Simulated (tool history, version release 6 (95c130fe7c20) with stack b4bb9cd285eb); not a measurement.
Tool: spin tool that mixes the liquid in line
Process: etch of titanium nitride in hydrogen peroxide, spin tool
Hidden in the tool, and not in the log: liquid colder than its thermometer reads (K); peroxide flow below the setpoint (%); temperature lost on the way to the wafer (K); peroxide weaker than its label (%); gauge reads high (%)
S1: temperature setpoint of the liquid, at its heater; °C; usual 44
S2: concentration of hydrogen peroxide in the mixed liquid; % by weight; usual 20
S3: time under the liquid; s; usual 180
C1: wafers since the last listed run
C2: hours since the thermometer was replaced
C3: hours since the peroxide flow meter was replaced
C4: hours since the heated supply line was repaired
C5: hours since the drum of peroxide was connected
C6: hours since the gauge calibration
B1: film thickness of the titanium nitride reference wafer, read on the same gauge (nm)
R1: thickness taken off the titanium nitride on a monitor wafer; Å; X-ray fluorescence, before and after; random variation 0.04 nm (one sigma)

run    hour    S1    S2   S3   C1      C2      C3      C4      C5      C6     B1     R1
  1       0    44    20  135    0   683.5  1632.5  3118.8   833.4  1433.4     30     74
  2      34    44    20  180  207   717.5  1666.5  3152.8   867.4  1467.4  30.03   98.3
       64.9  -- peroxide flow meter replaced
  3    94.1    44    20  180  361   777.6    29.2  3212.9   927.5  1527.5  30.04   98.4
  4   149.3    44    20  180  337   832.8    84.4  3268.1   982.7  1582.7  30.03   98.3
  5   205.8    44    20  210  345   889.3   140.9  3324.6  1039.2  1639.2  30.06  114.3
  6   267.4    44  21.5  245  376   950.9   202.5  3386.2  1100.8  1700.8  29.99  134.6
      301.8  -- heated supply line repaired
  7   319.8    44  16.5  180  314  1003.3   254.9      18  1153.2  1753.2  30.03     93
      332.1  -- thermometer replaced
  8   346.9    44  24.5  135  159    14.8     282    45.1  1180.3  1780.3  30.05   78.8
  9   382.1    44    20  220  215      50   317.2    80.3  1215.5  1815.5  29.98  124.3
 10     445    35    20  180  384   112.9   380.1   143.2  1278.4  1878.4  29.97   50.5
      496.2  -- new drum of peroxide connected
      553.3  -- gauge calibrated
 11   584.5    36  16.5   95  846   252.4   519.6   282.7    88.3    31.2     30   27.9
 12   741.6    44    20  180  960   409.5   676.7   439.8   245.4   188.3  29.99  100.9
 13   777.7    44    20  180  220   445.6   712.8   475.9   281.5   224.4  29.99  101.1
 14   824.2    44    16  180  284   492.1   759.3   522.4     328   270.9  30.01   96.5
 15   863.8    41    15  260  242   531.7   798.9     562   367.6   310.5  29.99    109
 16   926.4    44    20  215  382   594.3   861.5   624.6   430.2   373.1  30.02  120.4
 17   959.5    50    20  180  202   627.4   894.6   657.7   463.3   406.2  29.97  155.2
 18   995.6  50.5    20  180  220   663.5   930.7   693.8   499.4   442.3  30.05  160.8
 19  1052.2  37.5  23.5  180  345   720.1   987.3   750.4     556   498.9  29.98   62.6
 20    1099  40.5  15.5  285  286   766.9  1034.1   797.2   602.8   545.7     30  114.1
 21  1129.2    44    20  180  184   797.1  1064.3   827.4     633   575.9  30.05     99
 22    1169    53    20  250  243   836.9  1104.1   867.2   672.8   615.7  30.02  266.6
       1246  -- thermometer replaced
 23  1325.8  46.5  23.5   90  952    79.8  1260.9    1024   829.6   772.5     30   62.8
 24  1381.3  41.5  14.5   75  339   135.3  1316.4  1079.5   885.1     828  30.02   32.4
 25  1446.3    44    24  180  397   200.3  1381.4  1144.5   950.1     893  30.02  104.5
 26  1485.4  37.5    16  180  238   239.4  1420.5  1183.6   989.2   932.1  30.01   57.7

The tool's hidden state at each run:
peroxide flow below the setpoint (%): 0 in every run
temperature lost on the way to the wafer (K): 0 in every run
gauge reads high (%): 0 in every run
H1: liquid colder than its thermometer reads (K)
H2: peroxide weaker than its label (%)
run      H1     H2
  1   0.395   5.87
  2   0.414    6.1
  3   0.447    6.5
  4   0.478   6.88
  5    0.51   7.26
  6   0.544   7.68
  7   0.573   8.03
  8  0.0127   8.21
  9  0.0323   8.45
 10  0.0673   8.88
 11   0.145  0.812
 12   0.232   1.88
 13   0.252   2.12
 14   0.278   2.43
 15     0.3    2.7
 16   0.335   3.13
 17   0.354   3.35
 18   0.374   3.59
 19   0.405   3.98
 20   0.431   4.29
 21   0.448    4.5
 22    0.47   4.77
 23   0.103   5.83
 24   0.134    6.2
 25   0.171   6.64
 26   0.192   6.91
